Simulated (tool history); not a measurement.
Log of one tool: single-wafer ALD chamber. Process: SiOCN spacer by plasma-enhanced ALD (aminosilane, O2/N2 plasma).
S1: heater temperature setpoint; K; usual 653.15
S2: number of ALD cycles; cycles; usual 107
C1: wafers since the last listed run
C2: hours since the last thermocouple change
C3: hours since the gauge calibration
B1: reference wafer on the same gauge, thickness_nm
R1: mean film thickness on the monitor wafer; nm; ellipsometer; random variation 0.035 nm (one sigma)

{"run": 1, "day": 0.0, "S1": 653.15, "S2": 107, "C1": 0, "C2": 2168.8, "C3": 605.1, "B1": 5.248, "R1": 6.445}
{"run": 2, "day": 0.542, "S1": 653.15, "S2": 107, "C1": 27, "C2": 2181.8, "C3": 618.1, "B1": 5.238, "R1": 6.422}
{"run": 3, "day": 1.925, "S1": 653.15, "S2": 107, "C1": 69, "C2": 2215.0, "C3": 651.3, "B1": 5.228, "R1": 6.372}
{"run": 4, "day": 4.192, "S1": 653.15, "S2": 107, "C1": 114, "C2": 2269.4, "C3": 705.7, "B1": 5.205, "R1": 6.415}
{"run": 5, "day": 4.812, "S1": 653.15, "S2": 107, "C1": 31, "C2": 2284.3, "C3": 720.6, "B1": 5.212, "R1": 6.41}
{"run": 6, "day": 6.008, "S1": 653.15, "S2": 100, "C1": 60, "C2": 2313.0, "C3": 749.3, "B1": 5.197, "R1": 5.948}
{"run": 7, "day": 7.062, "S1": 653.15, "S2": 100, "C1": 53, "C2": 2338.3, "C3": 774.6, "B1": 5.181, "R1": 5.933}
{"run": 8, "day": 7.767, "S1": 653.15, "S2": 100, "C1": 35, "C2": 2355.2, "C3": 791.5, "B1": 5.175, "R1": 5.954}
{"run": 9, "day": 9.146, "S1": 653.15, "S2": 102, "C1": 69, "C2": 2388.3, "C3": 824.6, "B1": 5.162, "R1": 6.014}
{"run": 10, "day": 10.142, "S1": 653.15, "S2": 102, "C1": 50, "C2": 2412.2, "C3": 848.5, "B1": 5.16, "R1": 6.017}
{"run": 11, "day": 11.342, "S1": 653.15, "S2": 102, "C1": 60, "C2": 2441.0, "C3": 877.3, "B1": 5.127, "R1": 5.977}
{"day": 12.875, "done": "gauge calibrated"}
{"run": 12, "day": 14.942, "S1": 659.15, "S2": 107, "C1": 181, "C2": 2527.4, "C3": 49.6, "B1": 5.373, "R1": 6.607}
{"run": 13, "day": 15.675, "S1": 659.15, "S2": 107, "C1": 36, "C2": 2545.0, "C3": 67.2, "B1": 5.361, "R1": 6.632}
{"run": 14, "day": 16.838, "S1": 644.15, "S2": 93, "C1": 58, "C2": 2572.9, "C3": 95.1, "B1": 5.373, "R1": 5.67}
{"run": 15, "day": 18.333, "S1": 653.15, "S2": 99, "C1": 75, "C2": 2608.8, "C3": 131.0, "B1": 5.361, "R1": 6.154}
{"run": 16, "day": 18.896, "S1": 653.15, "S2": 99, "C1": 28, "C2": 2622.3, "C3": 144.5, "B1": 5.361, "R1": 6.146}
{"run": 17, "day": 19.654, "S1": 644.15, "S2": 124, "C1": 38, "C2": 2640.5, "C3": 162.7, "B1": 5.373, "R1": 7.724}
{"day": 20.008, "done": "thermocouple changed; heater temperature recalibrated"}
{"run": 18, "day": 20.488, "S1": 642.15, "S2": 107, "C1": 25, "C2": 11.5, "C3": 182.7, "B1": 5.363, "R1": 6.587}
{"run": 19, "day": 21.65, "S1": 653.15, "S2": 107, "C1": 58, "C2": 39.4, "C3": 210.6, "B1": 5.36, "R1": 6.582}
{"run": 20, "day": 22.5, "S1": 663.15, "S2": 115, "C1": 42, "C2": 59.8, "C3": 231.0, "B1": 5.352, "R1": 7.031}
{"run": 21, "day": 23.133, "S1": 653.15, "S2": 107, "C1": 31, "C2": 75.0, "C3": 246.2, "B1": 5.349, "R1": 6.604}
{"run": 22, "day": 23.7, "S1": 653.15, "S2": 107, "C1": 28, "C2": 88.6, "C3": 259.8, "B1": 5.356, "R1": 6.572}
{"run": 23, "day": 24.55, "S1": 638.15, "S2": 122, "C1": 42, "C2": 109.0, "C3": 280.2, "B1": 5.343, "R1": 7.452}
{"run": 24, "day": 25.733, "S1": 653.15, "S2": 107, "C1": 59, "C2": 137.4, "C3": 308.6, "B1": 5.346, "R1": 6.516}
{"run": 25, "day": 27.008, "S1": 662.15, "S2": 87, "C1": 64, "C2": 168.0, "C3": 339.2, "B1": 5.345, "R1": 5.328}
{"run": 26, "day": 30.35, "S1": 653.15, "S2": 100, "C1": 168, "C2": 248.2, "C3": 419.4, "B1": 5.325, "R1": 6.204}
{"run": 27, "day": 31.771, "S1": 660.15, "S2": 89, "C1": 71, "C2": 282.3, "C3": 453.5, "B1": 5.313, "R1": 5.462}
{"run": 28, "day": 32.3, "S1": 657.15, "S2": 116, "C1": 26, "C2": 295.0, "C3": 466.2, "B1": 5.325, "R1": 7.064}
{"run": 29, "day": 32.833, "S1": 642.15, "S2": 126, "C1": 26, "C2": 307.8, "C3": 479.0, "B1": 5.308, "R1": 7.69}
{"run": 30, "day": 33.496, "S1": 659.15, "S2": 120, "C1": 33, "C2": 323.7, "C3": 494.9, "B1": 5.301, "R1": 7.34}
{"run": 31, "day": 34.792, "S1": 653.15, "S2": 107, "C1": 65, "C2": 354.8, "C3": 526.0, "B1": 5.299, "R1": 6.541}
{"run": 32, "day": 35.712, "S1": 644.15, "S2": 113, "C1": 46, "C2": 376.9, "C3": 548.1, "B1": 5.297, "R1": 6.916}

What the log doesn't show, run by run:
wafer temperature above the value expected at the setpoint (K): 0 in every run
H1: gauge reads high (%)
run=1 H1=-1.95
run=2 H1=-2.03
run=3 H1=-2.24
run=4 H1=-2.6
run=5 H1=-2.71
run=6 H1=-2.92
run=7 H1=-3.11
run=8 H1=-3.24
run=9 H1=-3.51
run=10 H1=-3.71
run=11 H1=-3.95
run=12 H1=0.352
run=13 H1=0.342
run=14 H1=0.319
run=15 H1=0.279
run=16 H1=0.26
run=17 H1=0.233
run=18 H1=0.198
run=19 H1=0.144
run=20 H1=0.0988
run=21 H1=0.0627
run=22 H1=0.0285
run=23 H1=-0.0262
run=24 H1=-0.109
run=25 H1=-0.208
run=26 H1=-0.51
run=27 H1=-0.658
run=28 H1=-0.717
run=29 H1=-0.777
run=30 H1=-0.854
run=31 H1=-1.01
run=32 H1=-1.13
